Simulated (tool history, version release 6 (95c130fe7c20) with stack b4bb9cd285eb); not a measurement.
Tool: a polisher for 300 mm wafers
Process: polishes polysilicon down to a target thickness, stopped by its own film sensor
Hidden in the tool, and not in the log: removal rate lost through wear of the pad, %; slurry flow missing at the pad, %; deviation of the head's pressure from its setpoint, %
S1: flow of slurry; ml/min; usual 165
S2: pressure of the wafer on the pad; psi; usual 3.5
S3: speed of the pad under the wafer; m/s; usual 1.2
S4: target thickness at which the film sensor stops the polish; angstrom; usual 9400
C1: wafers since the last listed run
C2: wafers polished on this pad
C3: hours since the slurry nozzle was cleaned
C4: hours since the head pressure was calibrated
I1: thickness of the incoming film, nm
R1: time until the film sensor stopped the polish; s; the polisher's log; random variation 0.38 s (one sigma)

run,hour,S1,S2,S3,S4,C1,C2,C3,C4,I1,R1
1,0,165,3.5,1.12,9400,0,4267,188.5,1020.7,1468.4,43.7
2,97.6,135,3.5,1.2,9400,730,4997,286.1,1118.3,1431.5,41
# hour 165.9: worn pad replaced by a new one
3,198.3,165,3.5,1.2,9900,723,242,386.8,1219,1444.6,31.1
# hour 201: head pressure recalibrated
4,242.9,165,3.5,1.2,9900,318,561,431.4,41.9,1458.4,32.9
5,328.8,165,3.5,1.2,9400,642,1204,517.3,127.8,1426.1,35.2
6,377.9,165,3,1.2,9010,367,1571,566.4,176.9,1447.6,44.3
# hour 474.9: slurry nozzle cleaned
7,481.8,165,3,1.2,9010,770,2341,6.9,280.8,1442.8,44.2
8,538.7,165,3.5,1.2,9990,425,2767,63.8,337.7,1441.6,32.6
9,645,165,3.5,1.2,9990,795,3563,170.1,444,1473.3,36.1
10,743.7,165,3.1,1.2,9400,738,4301,268.8,542.7,1452,43.5
11,817.6,165,3.1,1.2,9400,553,4855,342.7,616.6,1461.5,44.3
12,896.8,165,3.5,1.2,9400,592,5447,421.9,695.8,1463,43.2
# hour 920.3: worn pad replaced by a new one
13,942.5,165,3.5,1.2,9400,312,166,467.6,741.5,1453.4,36.4
14,1023.1,165,3.5,1.2,9400,603,769,548.2,822.1,1455.2,35.6
15,1073.1,115,3.5,1.2,9400,374,1143,598.2,872.1,1471.4,40.8
16,1122.9,190,3.5,1.2,8920,372,1516,648,921.9,1467.5,40.5
# hour 1216: slurry nozzle cleaned
17,1217.7,195,2.6,0.88,9400,702,2218,1.7,1016.7,1469.3,56.5
18,1314.1,165,3.5,1.2,9400,721,2939,98.1,1113.1,1457.5,37.7
# hour 1405.1: head pressure recalibrated
19,1421.3,185,3.5,1.2,9400,787,3727,205.3,16.2,1479.2,40.4
20,1494.5,165,3.5,1.44,9400,547,4275,278.5,89.4,1434.8,33.9
21,1575,185,3.5,1.2,9400,602,4877,359,169.9,1421.4,38.7
22,1636.8,165,3.5,1.2,9400,462,5340,420.8,231.7,1466.3,44.6
# hour 1649.2: worn pad replaced by a new one
23,1739.5,165,3.5,1.2,9400,738,675,523.5,334.4,1447.3,36.4
24,1778.9,165,3.5,1.2,9400,294,970,562.9,373.8,1445.8,36.6
# hour 1802.8: slurry nozzle cleaned
25,1883.1,165,2.7,1.2,8300,772,1742,80.3,478,1430.9,50.8
26,1946.6,105,4.3,1.2,8660,475,2218,143.8,541.5,1456.4,41.5
27,2039.2,135,2.6,1.2,10340,693,2911,236.4,634.1,1445,38.5
28,2125.9,165,3.5,1.54,9400,648,3560,323.1,720.8,1430.7,30.7
29,2200.5,165,3.5,1.2,9400,558,4118,397.7,795.4,1431.3,38.3
# hour 2265.2: worn pad replaced by a new one
30,2281,200,3.5,1.2,8790,572,118,478.2,875.9,1437.6,38.2
31,2388.2,150,3.5,1.2,9400,802,920,585.4,983.1,1469.6,37.5
32,2440.8,165,3.5,1.2,10290,393,1314,638,1035.7,1432.8,28.4
33,2525.5,190,2.5,1.2,9990,633,1948,722.7,1120.4,1458.1,38.4
# hour 2561.7: slurry nozzle cleaned
34,2585.9,165,3.5,1.42,9400,444,2392,24.2,1180.8,1446.5,32
35,2671.5,165,3.5,1.2,9400,640,3033,109.8,1266.4,1468.1,38.1
# hour 2711.8: head pressure recalibrated
36,2735.5,165,3.5,1.2,8390,464,3497,173.8,23.7,1473.8,49.1
37,2774.9,165,4.2,0.88,9910,294,3792,213.2,63.1,1452.9,40

Forecast each of these 3 alternatives for the next run:
A,2775.3,165,3.5,1.2,11030,2,3795,213.6,63.5,1466.8,?
B,2775.3,145,3.5,1.2,10710,2,3795,213.6,63.5,1466.8,?
C,2775.3,165,3.5,1.2,10800,2,3795,213.6,63.5,1466.8,?

run,R1
A,28.3
B,31.6
C,30.1
Without the tool's hidden state the same runs would have given:
run,R1
A,26.2
B,29.1
C,27.8
